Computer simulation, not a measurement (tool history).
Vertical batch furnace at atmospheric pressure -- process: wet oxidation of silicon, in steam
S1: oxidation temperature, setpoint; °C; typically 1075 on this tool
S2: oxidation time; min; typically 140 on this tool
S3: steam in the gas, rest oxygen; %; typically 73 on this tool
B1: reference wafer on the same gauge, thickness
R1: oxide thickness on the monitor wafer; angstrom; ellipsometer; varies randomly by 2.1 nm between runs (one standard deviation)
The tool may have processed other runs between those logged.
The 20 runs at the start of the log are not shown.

run   hour    S1     S2  S3      B1       R1
 21  322.1  1075    140  73   799.9   8595.1
 22  342.2  1062    140  73  800.29   8127.6
 23    363  1087    140  61  799.73   8146.1
 24  377.3  1075    108  73  799.66   7434.6
 25  397.5  1075    140  73  799.95   8621.6
 26  411.4  1062  174.5  65  799.44   8659.1
 27    424  1089    140  69  799.95     8756
 28  439.7  1075    140  73  800.05   8602.5
 29  449.2  1085    102  68   799.8   7200.5
 30  458.7  1075    140  73  799.83   8587.2
 31  480.5  1061    140  73  800.17   8146.3
 32  488.1  1067  205.5  68  799.98   9912.5
 33  507.5  1061  207.5  79  799.84  10595.8
 34  517.3  1065  100.5  68  800.03   6614.3
 35  530.9  1075    140  65  800.03   8080.8
 36  550.7  1083    209  62  800.09  10085.4
 37  560.3  1075  114.5  67  799.95   7384.5
 38  578.7  1075    140  73  800.23   8633.5
 39  599.4  1058    182  61  800.19   8468.4

Alternative continuations, all from the tool just after run 39; predict every row:
  A  604.8  1075   140  73   ?   ?
  B  604.8  1075  89.5  73   ?   ?
  C  604.8  1053  72.5  77   ?   ?

run     B1      R1
  A  800.5  8622.1
  B  800.5  6725.1
  C  800.5  5569.9
Stripped of hidden state, with their random variation kept, the same runs would have yielded:
run      R1
  A  8540.5
  B  6656.6
  C  5503.5
